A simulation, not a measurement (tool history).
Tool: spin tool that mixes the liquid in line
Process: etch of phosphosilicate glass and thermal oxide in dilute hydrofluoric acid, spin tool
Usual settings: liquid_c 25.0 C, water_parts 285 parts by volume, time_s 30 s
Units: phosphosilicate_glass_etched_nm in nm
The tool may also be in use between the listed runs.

run	hour	liquid_c	water_parts	time_s	wafers since the last listed run	hours since the thermometer was replaced	hours since the hydrofluoric acid flow meter was replaced	hours since the gauge calibration	read-back film thickness of the phosphosilicate glass reference wafer, read on the same gauge (nm)	phosphosilicate_glass_etched_nm
1	0.0	25.0	285	30	0	1233.0	1180.6	744.8	39.99	13.50
2	60.9	25.0	285	30	900	1293.9	1241.5	805.7	39.99	13.53
3	108.0	25.0	285	30	696	1341.0	1288.6	852.8	40.01	13.40
4	138.8	25.0	285	30	455	1371.8	1319.4	883.6	40.01	13.52
5	194.5	25.0	285	30	823	1427.5	1375.1	939.3	39.99	13.46
6	257.8	25.0	315	30	935	1490.8	1438.4	1002.6	40.01	11.78
7	320.8	25.0	285	30	931	1553.8	1501.4	1065.6	40.00	13.30
# hour 339.4: gauge calibrated
8	361.3	25.0	285	30	598	1594.3	1541.9	21.9	39.99	13.33
# hour 395.2: thermometer replaced
9	428.9	25.0	285	30	984	33.7	1609.5	89.5	40.01	14.28
# hour 438.1: hydrofluoric acid flow meter replaced
10	515.6	25.0	285	30	1267	120.4	77.5	176.2	40.00	14.40
11	564.7	25.0	285	30	725	169.5	126.6	225.3	40.00	14.43
12	606.5	25.0	285	30	618	211.3	168.4	267.1	40.00	14.24
13	674.0	23.0	325	35	998	278.8	235.9	334.6	40.01	13.14
14	742.1	27.5	415	30	1006	346.9	304.0	402.7	40.01	9.45
15	808.5	25.0	285	25	981	413.3	370.4	469.1	40.02	11.76
16	853.2	25.0	285	30	660	458.0	415.1	513.8	40.00	14.06
17	895.5	27.5	385	30	625	500.3	457.4	556.1	40.01	10.28
18	931.3	25.0	245	15	529	536.1	493.2	591.9	39.99	8.52
19	970.7	25.0	245	30	582	575.5	532.6	631.3	40.02	17.09
20	1032.7	22.0	165	20	916	637.5	594.6	693.3	40.00	16.55
21	1064.9	25.0	285	30	476	669.7	626.8	725.5	39.99	14.10
22	1093.2	27.5	400	20	418	698.0	655.1	753.8	40.01	6.48

Forecast each of these 3 alternatives for the next run:
A	1093.6	23.0	285	30	5	698.4	655.5	754.2	?	?
B	1093.6	25.0	285	40	5	698.4	655.5	754.2	?	?
C	1093.6	27.5	160	45	5	698.4	655.5	754.2	?	?

run	read-back film thickness of the phosphosilicate glass reference wafer, read on the same gauge (nm)	phosphosilicate_glass_etched_nm
A	40.01	13.06
B	40.01	18.69
C	40.01	46.92
Without the tool's hidden state the same runs would have given:
run	phosphosilicate_glass_etched_nm
A	13.53
B	19.36
C	48.68

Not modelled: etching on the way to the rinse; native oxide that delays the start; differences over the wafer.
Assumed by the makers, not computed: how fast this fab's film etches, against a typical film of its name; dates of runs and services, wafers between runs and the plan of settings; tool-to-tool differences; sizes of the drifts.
